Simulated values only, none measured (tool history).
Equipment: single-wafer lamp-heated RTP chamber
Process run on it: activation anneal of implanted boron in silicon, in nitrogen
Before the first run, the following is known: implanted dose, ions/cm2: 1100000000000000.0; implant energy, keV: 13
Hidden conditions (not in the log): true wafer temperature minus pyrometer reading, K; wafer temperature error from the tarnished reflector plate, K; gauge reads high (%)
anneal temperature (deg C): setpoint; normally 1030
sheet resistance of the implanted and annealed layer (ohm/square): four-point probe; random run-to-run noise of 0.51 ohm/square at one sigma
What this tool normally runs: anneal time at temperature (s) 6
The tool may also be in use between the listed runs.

| run | hour | anneal temperature (deg C) | anneal time at temperature (s) | wafers since the last listed run | wafers since the last pyrometer calibration | wafers since the reflector plate was cleaned | hours since the gauge calibration | read-back reference wafer on the same gauge, sheet resistance | sheet resistance of the implanted and annealed layer (ohm/square) |
|---|---|---|---|---|---|---|---|---|---|
| 1 | 0.0 | 1030 | 6 | 0 | 2725 | 4025 | 1556.2 | 120.10 | 115.99 |
| 2 | 59.8 | 1016 | 7 | 889 | 3615 | 4915 | 1616.0 | 119.95 | 118.74 |
| 3 | 87.0 | 1016 | 7 | 404 | 4019 | 5319 | 1643.2 | 120.04 | 118.63 |
| 4 | 140.1 | 1030 | 3 | 789 | 4809 | 6109 | 1696.3 | 120.01 | 116.47 |
| 5 | 187.2 | 1030 | 7 | 700 | 5510 | 6810 | 1743.4 | 119.94 | 114.61 |
|  | 216.0 | pyrometer window cleaned and pyrometer calibrated |
| 6 | 251.1 | 1030 | 7 | 831 | 522 | 7641 | 1807.3 | 120.06 | 115.19 |
| 7 | 296.3 | 1030 | 7 | 672 | 1194 | 8313 | 1852.5 | 119.94 | 115.66 |
| 8 | 339.4 | 1014 | 6 | 641 | 1836 | 8954 | 1895.6 | 119.95 | 120.22 |
| 9 | 379.9 | 1030 | 5 | 602 | 2438 | 9557 | 1936.1 | 119.88 | 116.60 |
| 10 | 416.8 | 1030 | 5 | 548 | 2987 | 10106 | 1973.0 | 120.03 | 115.81 |
|  | 466.5 | reflector plate cleaned |
| 11 | 479.9 | 1016 | 8 | 819 | 3806 | 199 | 2036.1 | 120.03 | 118.99 |
| 12 | 517.4 | 1016 | 8 | 557 | 4364 | 757 | 2073.6 | 119.88 | 117.72 |
|  | 527.6 | gauge calibrated |
| 13 | 576.6 | 1016 | 8 | 880 | 5245 | 1637 | 49.0 | 120.00 | 118.40 |
| 14 | 638.7 | 1030 | 8 | 923 | 6168 | 2561 | 111.1 | 120.08 | 113.96 |
| 15 | 706.7 | 1051 | 6 | 1011 | 7180 | 3572 | 179.1 | 120.00 | 112.77 |
|  | 736.3 | pyrometer window cleaned and pyrometer calibrated |
| 16 | 750.2 | 1051 | 6 | 528 | 206 | 4100 | 222.6 | 120.09 | 112.08 |
| 17 | 796.9 | 1030 | 6 | 694 | 901 | 4795 | 269.3 | 119.94 | 115.55 |
| 18 | 841.6 | 1003 | 4 | 664 | 1566 | 5460 | 314.0 | 120.04 | 126.15 |
| 19 | 906.0 | 1030 | 6 | 957 | 2523 | 6417 | 378.4 | 119.96 | 115.63 |
| 20 | 941.7 | 1005 | 7 | 530 | 3054 | 6948 | 414.1 | 120.03 | 122.28 |
| 21 | 1103.9 | 1030 | 4 | 2412 | 5467 | 9361 | 576.3 | 120.01 | 116.65 |
| 22 | 1168.9 | 1006 | 6 | 966 | 6434 | 10328 | 641.3 | 119.83 | 122.03 |
|  | 1210.6 | reflector plate cleaned |
|  | 1218.7 | pyrometer window cleaned and pyrometer calibrated |
| 23 | 1219.2 | 1007 | 6 | 510 | 7 | 8 | 691.6 | 120.09 | 122.05 |
| 24 | 1275.4 | 1030 | 4 | 835 | 843 | 844 | 747.8 | 120.10 | 116.94 |
| 25 | 1309.5 | 1038 | 3 | 507 | 1350 | 1351 | 781.9 | 119.99 | 115.19 |
| 26 | 1371.2 | 1030 | 6 | 917 | 2268 | 2269 | 843.6 | 120.01 | 115.95 |
| 27 | 1403.5 | 1005 | 7 | 480 | 2748 | 2749 | 875.9 | 120.05 | 122.06 |
| 28 | 1476.1 | 1030 | 6 | 1079 | 3828 | 3829 | 948.5 | 120.00 | 115.45 |
| 29 | 1512.3 | 1051 | 5 | 538 | 4367 | 4368 | 984.7 | 119.99 | 112.55 |
| 30 | 1576.6 | 1044 | 6 | 956 | 5323 | 5324 | 1049.0 | 120.05 | 113.36 |
| 31 | 1636.3 | 1060 | 5 | 887 | 6211 | 6212 | 1108.7 | 119.96 | 111.05 |
|  | 1693.1 | pyrometer window cleaned and pyrometer calibrated |
| 32 | 1693.6 | 1030 | 6 | 733 | 7 | 6945 | 1166.0 | 119.93 | 114.65 |
| 33 | 1733.7 | 1056 | 6 | 596 | 603 | 7542 | 1206.1 | 119.83 | 112.20 |
| 34 | 1764.3 | 1030 | 6 | 455 | 1058 | 7997 | 1236.7 | 119.96 | 115.23 |
| 35 | 1823.4 | 1047 | 6 | 879 | 1937 | 8876 | 1295.8 | 120.01 | 112.54 |
|  | 1862.8 | reflector plate cleaned |
| 36 | 1891.8 | 1052 | 8 | 898 | 2836 | 430 | 1364.2 | 119.95 | 112.19 |

5 ways to go on from here, each from the tool as it stands after run 36. What would each give?
| A | 1892.2 | 1030 | 6 | 5 | 2842 | 436 | 1364.6 | ? | ? |
| B | 1892.2 | 1004 | 3 | 5 | 2842 | 436 | 1364.6 | ? | ? |
| C | 1892.2 | 1015 | 6 | 5 | 2842 | 436 | 1364.6 | ? | ? |
| D | 1892.2 | 1041 | 8 | 5 | 2842 | 436 | 1364.6 | ? | ? |
| E | 1892.2 | 1019 | 3 | 5 | 2842 | 436 | 1364.6 | ? | ? |

| run | read-back reference wafer on the same gauge, sheet resistance | sheet resistance of the implanted and annealed layer (ohm/square) |
|---|---|---|
| A | 119.92 | 115.11 |
| B | 119.92 | 125.79 |
| C | 119.92 | 118.76 |
| D | 119.92 | 112.71 |
| E | 119.92 | 119.84 |
Without the tool's hidden state the same runs would have given:
| run | sheet resistance of the implanted and annealed layer (ohm/square) |
|---|---|
| A | 115.11 |
| B | 125.79 |
| C | 118.76 |
| D | 112.71 |
| E | 119.84 |

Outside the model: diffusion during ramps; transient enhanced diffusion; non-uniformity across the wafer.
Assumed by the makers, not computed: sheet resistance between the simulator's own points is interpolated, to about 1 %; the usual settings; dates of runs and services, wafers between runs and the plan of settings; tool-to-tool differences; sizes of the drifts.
